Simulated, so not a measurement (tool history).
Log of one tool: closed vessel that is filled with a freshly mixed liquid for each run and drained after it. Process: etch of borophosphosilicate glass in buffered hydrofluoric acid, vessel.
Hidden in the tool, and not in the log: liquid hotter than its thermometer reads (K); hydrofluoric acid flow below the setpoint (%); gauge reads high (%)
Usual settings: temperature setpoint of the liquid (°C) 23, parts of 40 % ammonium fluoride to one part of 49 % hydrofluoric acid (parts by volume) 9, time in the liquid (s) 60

run,hour,temperature setpoint of the liquid (°C),parts of 40 % ammonium fluoride to one part of 49 % hydrofluoric acid (parts by volume),time in the liquid (s),wafers since the last listed run,hours since the thermometer was replaced,hours since the hydrofluoric acid flow meter was replaced,hours since the gauge calibration,"read-back film thickness of the borophosphosilicate glass reference wafer, read on the same gauge (nm)",thickness taken off the borophosphosilicate glass on a monitor wafer (Å)
1,0,23,9,60,0,2069.7,799.6,148,120.59,1917
2,14.9,23,11,60,1866,2084.6,814.5,162.9,120.68,1621
3,41.6,23,11,60,3344,2111.3,841.2,189.6,120.79,1623.3
4,65,23,11,60,2930,2134.7,864.6,213,120.96,1619.7
5,100.7,23,9,60,4471,2170.4,900.3,248.7,121.2,1901.5
6,114.1,23,9,60,1678,2183.8,913.7,262.1,121.32,1911.2
# hour 125.6: hydrofluoric acid flow meter replaced
7,131.6,21,9,60,2066,2201.3,6,279.6,121.47,1716.3
8,153.2,23,9,60,2705,2222.9,27.6,301.2,121.65,1913.7
9,170.8,23,9,60,2204,2240.5,45.2,318.8,121.84,1923.2
# hour 177.1: thermometer replaced
10,185.8,23,9,30,1753,8.7,60.2,333.8,121.94,963.3

Forecast run 11:
# hour 204.3: gauge calibrated
11,219.6,18,9,80,4233,42.5,94,15.3,?,?

read-back film thickness of the borophosphosilicate glass reference wafer, read on the same gauge (nm): 120.28
thickness taken off the borophosphosilicate glass on a monitor wafer (Å): 1928.3
Without the tool's hidden state the same run would have given thickness taken off the borophosphosilicate glass on a monitor wafer (Å) 1924.1.
